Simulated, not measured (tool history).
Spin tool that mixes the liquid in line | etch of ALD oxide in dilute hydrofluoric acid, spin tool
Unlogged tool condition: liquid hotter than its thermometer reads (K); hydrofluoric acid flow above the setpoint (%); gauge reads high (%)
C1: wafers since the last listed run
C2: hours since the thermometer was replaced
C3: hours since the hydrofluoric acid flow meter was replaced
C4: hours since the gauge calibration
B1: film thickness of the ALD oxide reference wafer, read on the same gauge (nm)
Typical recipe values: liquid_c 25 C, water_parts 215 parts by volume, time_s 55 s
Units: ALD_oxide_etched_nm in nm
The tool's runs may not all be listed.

{"run": 1, "hour": 0.0, "liquid_c": 25, "water_parts": 215, "time_s": 55, "C1": 0, "C2": 1442.6, "C3": 687.9, "C4": 866.5, "B1": 109.99, "ALD_oxide_etched_nm": 7.29}
{"run": 2, "hour": 107.0, "liquid_c": 25, "water_parts": 215, "time_s": 55, "C1": 1520, "C2": 1549.6, "C3": 794.9, "C4": 973.5, "B1": 110.03, "ALD_oxide_etched_nm": 7.25}
{"run": 3, "hour": 181.5, "liquid_c": 22.5, "water_parts": 215, "time_s": 55, "C1": 1058, "C2": 1624.1, "C3": 869.4, "C4": 1048, "B1": 110.01, "ALD_oxide_etched_nm": 6.7}
{"run": 4, "hour": 259.7, "liquid_c": 25, "water_parts": 215, "time_s": 55, "C1": 1111, "C2": 1702.3, "C3": 947.6, "C4": 1126.2, "B1": 110.03, "ALD_oxide_etched_nm": 7.3}
{"run": 5, "hour": 504.1, "liquid_c": 25, "water_parts": 215, "time_s": 55, "C1": 3474, "C2": 1946.7, "C3": 1192, "C4": 1370.6, "B1": 110, "ALD_oxide_etched_nm": 7.35}
{"run": 6, "hour": 547.5, "liquid_c": 25, "water_parts": 215, "time_s": 55, "C1": 616, "C2": 1990.1, "C3": 1235.4, "C4": 1414, "B1": 109.99, "ALD_oxide_etched_nm": 7.34}
{"run": 7, "hour": 597.2, "liquid_c": 25, "water_parts": 215, "time_s": 55, "C1": 706, "C2": 2039.8, "C3": 1285.1, "C4": 1463.7, "B1": 110, "ALD_oxide_etched_nm": 7.34}
{"run": 8, "hour": 672.5, "liquid_c": 25, "water_parts": 215, "time_s": 55, "C1": 1070, "C2": 2115.1, "C3": 1360.4, "C4": 1539, "B1": 110.02, "ALD_oxide_etched_nm": 7.38}
{"run": 9, "hour": 729.8, "liquid_c": 25, "water_parts": 215, "time_s": 55, "C1": 814, "C2": 2172.4, "C3": 1417.7, "C4": 1596.3, "B1": 110, "ALD_oxide_etched_nm": 7.33}
{"run": 10, "hour": 832.0, "liquid_c": 25, "water_parts": 215, "time_s": 55, "C1": 1452, "C2": 2274.6, "C3": 1519.9, "C4": 1698.5, "B1": 110.01, "ALD_oxide_etched_nm": 7.38}
{"run": 11, "hour": 874.6, "liquid_c": 25, "water_parts": 215, "time_s": 55, "C1": 605, "C2": 2317.2, "C3": 1562.5, "C4": 1741.1, "B1": 109.98, "ALD_oxide_etched_nm": 7.37}
{"run": 12, "hour": 917.8, "liquid_c": 25, "water_parts": 215, "time_s": 55, "C1": 614, "C2": 2360.4, "C3": 1605.7, "C4": 1784.3, "B1": 109.99, "ALD_oxide_etched_nm": 7.41}
{"hour": 1137.9, "done": "thermometer replaced"}
{"hour": 1184.2, "done": "hydrofluoric acid flow meter replaced"}
{"run": 13, "hour": 1197.3, "liquid_c": 28.5, "water_parts": 270, "time_s": 75, "C1": 3944, "C2": 59.4, "C3": 13.1, "C4": 2063.8, "B1": 110.03, "ALD_oxide_etched_nm": 8.11}
{"run": 14, "hour": 1278.9, "liquid_c": 25, "water_parts": 310, "time_s": 55, "C1": 1159, "C2": 141, "C3": 94.7, "C4": 2145.4, "B1": 110.01, "ALD_oxide_etched_nm": 4.44}
{"run": 15, "hour": 1346.8, "liquid_c": 25, "water_parts": 115, "time_s": 35, "C1": 965, "C2": 208.9, "C3": 162.6, "C4": 2213.3, "B1": 110.01, "ALD_oxide_etched_nm": 9.49}
{"run": 16, "hour": 1419.8, "liquid_c": 25, "water_parts": 215, "time_s": 55, "C1": 1037, "C2": 281.9, "C3": 235.6, "C4": 2286.3, "B1": 110.01, "ALD_oxide_etched_nm": 7.12}
{"run": 17, "hour": 1456.3, "liquid_c": 25, "water_parts": 215, "time_s": 55, "C1": 518, "C2": 318.4, "C3": 272.1, "C4": 2322.8, "B1": 109.99, "ALD_oxide_etched_nm": 7.11}
{"run": 18, "hour": 1561.9, "liquid_c": 25, "water_parts": 215, "time_s": 55, "C1": 1501, "C2": 424, "C3": 377.7, "C4": 2428.4, "B1": 110.02, "ALD_oxide_etched_nm": 7.11}
{"hour": 1585.9, "done": "gauge calibrated"}
{"run": 19, "hour": 1819.4, "liquid_c": 26.5, "water_parts": 155, "time_s": 25, "C1": 3660, "C2": 681.5, "C3": 635.2, "C4": 233.5, "B1": 109.99, "ALD_oxide_etched_nm": 5.12}
{"run": 20, "hour": 1879.4, "liquid_c": 26.5, "water_parts": 125, "time_s": 70, "C1": 852, "C2": 741.5, "C3": 695.2, "C4": 293.5, "B1": 110, "ALD_oxide_etched_nm": 18.42}
{"run": 21, "hour": 1937.1, "liquid_c": 25, "water_parts": 215, "time_s": 45, "C1": 820, "C2": 799.2, "C3": 752.9, "C4": 351.2, "B1": 110.04, "ALD_oxide_etched_nm": 5.91}
{"run": 22, "hour": 1981.0, "liquid_c": 21, "water_parts": 115, "time_s": 55, "C1": 624, "C2": 843.1, "C3": 796.8, "C4": 395.1, "B1": 109.99, "ALD_oxide_etched_nm": 12.86}
{"run": 23, "hour": 2073.1, "liquid_c": 25, "water_parts": 215, "time_s": 55, "C1": 1309, "C2": 935.2, "C3": 888.9, "C4": 487.2, "B1": 109.99, "ALD_oxide_etched_nm": 7.22}
{"run": 24, "hour": 2142.5, "liquid_c": 26.5, "water_parts": 150, "time_s": 55, "C1": 986, "C2": 1004.6, "C3": 958.3, "C4": 556.6, "B1": 110.02, "ALD_oxide_etched_nm": 11.79}
{"run": 25, "hour": 2239.8, "liquid_c": 21.5, "water_parts": 290, "time_s": 35, "C1": 1383, "C2": 1101.9, "C3": 1055.6, "C4": 653.9, "B1": 109.99, "ALD_oxide_etched_nm": 2.77}

Consider 5 possible next runs. They are alternatives, not a sequence: every one starts from the tool as it was left by run 25. What does each give?
{"run": "A", "hour": 2240.2, "liquid_c": 25, "water_parts": 215, "time_s": 35, "C1": 5, "C2": 1102.3, "C3": 1056, "C4": 654.3, "B1": "?", "ALD_oxide_etched_nm": "?"}
{"run": "B", "hour": 2240.2, "liquid_c": 21.5, "water_parts": 175, "time_s": 25, "C1": 5, "C2": 1102.3, "C3": 1056, "C4": 654.3, "B1": "?", "ALD_oxide_etched_nm": "?"}
{"run": "C", "hour": 2240.2, "liquid_c": 29, "water_parts": 215, "time_s": 40, "C1": 5, "C2": 1102.3, "C3": 1056, "C4": 654.3, "B1": "?", "ALD_oxide_etched_nm": "?"}
{"run": "D", "hour": 2240.2, "liquid_c": 25, "water_parts": 110, "time_s": 55, "C1": 5, "C2": 1102.3, "C3": 1056, "C4": 654.3, "B1": "?", "ALD_oxide_etched_nm": "?"}
{"run": "E", "hour": 2240.2, "liquid_c": 22, "water_parts": 140, "time_s": 45, "C1": 5, "C2": 1102.3, "C3": 1056, "C4": 654.3, "B1": "?", "ALD_oxide_etched_nm": "?"}

run=A B1=110.02 ALD_oxide_etched_nm=4.62
run=B B1=110.02 ALD_oxide_etched_nm=3.72
run=C B1=110.02 ALD_oxide_etched_nm=6.08
run=D B1=110.02 ALD_oxide_etched_nm=16.07
run=E B1=110.02 ALD_oxide_etched_nm=8.87
The same runs, with their run-to-run variation unchanged, on a tool lacking any hidden condition would have given:
run=A ALD_oxide_etched_nm=4.5
run=B ALD_oxide_etched_nm=3.61
run=C ALD_oxide_etched_nm=5.92
run=D ALD_oxide_etched_nm=15.6
run=E ALD_oxide_etched_nm=8.61

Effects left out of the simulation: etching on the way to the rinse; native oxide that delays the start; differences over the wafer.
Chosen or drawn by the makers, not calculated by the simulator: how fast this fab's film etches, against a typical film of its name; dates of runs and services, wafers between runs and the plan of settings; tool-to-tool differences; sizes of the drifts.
